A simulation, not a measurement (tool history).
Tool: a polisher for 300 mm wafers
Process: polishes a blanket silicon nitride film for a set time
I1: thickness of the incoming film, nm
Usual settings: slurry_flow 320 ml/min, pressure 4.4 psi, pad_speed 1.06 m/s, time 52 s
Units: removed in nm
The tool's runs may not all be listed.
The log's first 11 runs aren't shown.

run 12 day=23.238 | slurry_flow=320 pressure=5.3 pad_speed=1.06 time=52 | I1=524.9 | removed=149.9
-- day=24.279 slurry nozzle cleaned
-- day=25.142 head pressure recalibrated
run 13 day=25.654 | slurry_flow=320 pressure=4.4 pad_speed=1.06 time=52 | I1=522.2 | removed=139.3
run 14 day=27.412 | slurry_flow=320 pressure=4.4 pad_speed=1.06 time=52 | I1=509.3 | removed=138.4
run 15 day=28.550 | slurry_flow=320 pressure=4.4 pad_speed=1.06 time=52 | I1=513.8 | removed=142.1
-- day=30.829 worn pad replaced by a new one
run 16 day=31.317 | slurry_flow=320 pressure=4.4 pad_speed=1.06 time=52 | I1=515.2 | removed=141.8
run 17 day=33.404 | slurry_flow=320 pressure=4.4 pad_speed=1.06 time=52 | I1=530.9 | removed=137.4
run 18 day=36.229 | slurry_flow=400 pressure=5.5 pad_speed=1.32 time=62 | I1=519.4 | removed=247.6
run 19 day=39.162 | slurry_flow=320 pressure=4.4 pad_speed=1.40 time=52 | I1=514.3 | removed=174.0
run 20 day=40.617 | slurry_flow=320 pressure=4.4 pad_speed=1.06 time=52 | I1=517.0 | removed=136.4
run 21 day=43.412 | slurry_flow=390 pressure=4.4 pad_speed=1.06 time=52 | I1=531.5 | removed=137.5
-- day=44.112 worn pad replaced by a new one
run 22 day=46.046 | slurry_flow=320 pressure=4.4 pad_speed=1.06 time=35 | I1=519.8 | removed=91.7
run 23 day=47.908 | slurry_flow=320 pressure=4.4 pad_speed=1.06 time=63 | I1=522.4 | removed=165.6
-- day=48.775 slurry nozzle cleaned
run 24 day=49.479 | slurry_flow=375 pressure=4.8 pad_speed=0.94 time=46 | I1=518.3 | removed=118.8
run 25 day=52.004 | slurry_flow=320 pressure=4.4 pad_speed=1.06 time=68 | I1=510.1 | removed=173.4
run 26 day=54.904 | slurry_flow=320 pressure=4.4 pad_speed=1.06 time=52 | I1=524.6 | removed=131.6
run 27 day=55.954 | slurry_flow=320 pressure=4.4 pad_speed=1.06 time=52 | I1=526.3 | removed=131.4
run 28 day=58.325 | slurry_flow=320 pressure=4.4 pad_speed=1.06 time=52 | I1=526.2 | removed=132.4
run 29 day=59.967 | slurry_flow=320 pressure=5.8 pad_speed=1.26 time=52 | I1=518.1 | removed=192.6
-- day=60.888 worn pad replaced by a new one
run 30 day=62.312 | slurry_flow=320 pressure=4.4 pad_speed=1.06 time=45 | I1=516.6 | removed=114.2
run 31 day=64.108 | slurry_flow=320 pressure=4.4 pad_speed=1.06 time=52 | I1=528.9 | removed=131.2
run 32 day=66.338 | slurry_flow=280 pressure=5.4 pad_speed=0.74 time=38 | I1=511.3 | removed=85.1
run 33 day=69.288 | slurry_flow=320 pressure=4.4 pad_speed=1.06 time=69 | I1=516.1 | removed=169.5
-- day=69.629 slurry nozzle cleaned
run 34 day=71.300 | slurry_flow=320 pressure=4.4 pad_speed=1.06 time=52 | I1=522.1 | removed=128.1
-- day=73.712 worn pad replaced by a new one
run 35 day=74.071 | slurry_flow=400 pressure=5.2 pad_speed=0.92 time=46 | I1=524.8 | removed=117.3

3 ways to go on from here, each from the tool as it stands after run 35. What would each give?
run A day=74.088 | slurry_flow=255 pressure=4.4 pad_speed=1.06 time=52 | I1=523.9 | removed=?
run B day=74.088 | slurry_flow=320 pressure=3.8 pad_speed=1.06 time=52 | I1=523.9 | removed=?
run C day=74.088 | slurry_flow=265 pressure=3.6 pad_speed=0.78 time=64 | I1=523.9 | removed=?

run=A removed=123.0
run=B removed=111.4
run=C removed=100.6
Without the tool's hidden state the same runs would have given:
run=A removed=133.4
run=B removed=120.8
run=C removed=109.1
